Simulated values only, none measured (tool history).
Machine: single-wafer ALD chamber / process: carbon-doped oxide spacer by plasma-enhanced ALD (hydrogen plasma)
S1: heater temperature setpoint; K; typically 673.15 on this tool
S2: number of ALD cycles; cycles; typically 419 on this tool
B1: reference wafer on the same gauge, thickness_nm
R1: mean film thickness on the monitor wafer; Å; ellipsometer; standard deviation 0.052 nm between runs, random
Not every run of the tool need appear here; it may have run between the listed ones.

run 1 hour=0.0 | S1=673.15 S2=419 | B1=17.500 | R1=207.88
run 2 hour=7.0 | S1=673.15 S2=419 | B1=17.509 | R1=206.35
run 3 hour=19.4 | S1=673.15 S2=419 | B1=17.500 | R1=206.87
run 4 hour=30.0 | S1=673.15 S2=484 | B1=17.487 | R1=239.10
run 5 hour=47.9 | S1=673.15 S2=419 | B1=17.476 | R1=207.55
run 6 hour=60.3 | S1=673.15 S2=419 | B1=17.455 | R1=207.37
run 7 hour=69.9 | S1=673.15 S2=419 | B1=17.441 | R1=207.00
run 8 hour=106.0 | S1=673.15 S2=391 | B1=17.449 | R1=192.59
run 9 hour=117.8 | S1=673.15 S2=391 | B1=17.437 | R1=192.55
run 10 hour=131.9 | S1=673.15 S2=483 | B1=17.428 | R1=238.40
run 11 hour=142.4 | S1=673.15 S2=483 | B1=17.441 | R1=237.51
run 12 hour=148.6 | S1=666.15 S2=351 | B1=17.434 | R1=173.35
-- hour=162.4 thermocouple changed; heater temperature recalibrated
run 13 hour=163.1 | S1=663.15 S2=499 | B1=17.435 | R1=245.72
-- hour=163.2 gauge calibrated
run 14 hour=178.1 | S1=673.15 S2=419 | B1=17.583 | R1=208.35
run 15 hour=195.4 | S1=673.15 S2=381 | B1=17.566 | R1=189.03
run 16 hour=208.5 | S1=669.15 S2=372 | B1=17.544 | R1=185.12
run 17 hour=222.7 | S1=673.15 S2=419 | B1=17.532 | R1=208.56
run 18 hour=231.2 | S1=673.15 S2=419 | B1=17.524 | R1=207.97
run 19 hour=239.0 | S1=662.15 S2=456 | B1=17.519 | R1=225.89
run 20 hour=254.4 | S1=685.15 S2=445 | B1=17.516 | R1=210.79
run 21 hour=264.0 | S1=673.15 S2=419 | B1=17.498 | R1=206.62
run 22 hour=270.8 | S1=678.15 S2=419 | B1=17.499 | R1=204.59
run 23 hour=277.6 | S1=660.15 S2=465 | B1=17.485 | R1=229.43

Here are 3 independent what-if runs from the current tool condition. What would each one return?
run A hour=278.6 | S1=673.15 S2=460 | B1=? | R1=?
run B hour=278.6 | S1=661.15 S2=350 | B1=? | R1=?
run C hour=278.6 | S1=661.15 S2=376 | B1=? | R1=?

run=A B1=17.492 R1=227.73
run=B B1=17.492 R1=173.27
run=C B1=17.492 R1=186.15
Take away the tool's hidden state, keep each run's random variation, and the runs would have read:
run=A R1=229.15
run=B R1=174.35
run=C R1=187.31

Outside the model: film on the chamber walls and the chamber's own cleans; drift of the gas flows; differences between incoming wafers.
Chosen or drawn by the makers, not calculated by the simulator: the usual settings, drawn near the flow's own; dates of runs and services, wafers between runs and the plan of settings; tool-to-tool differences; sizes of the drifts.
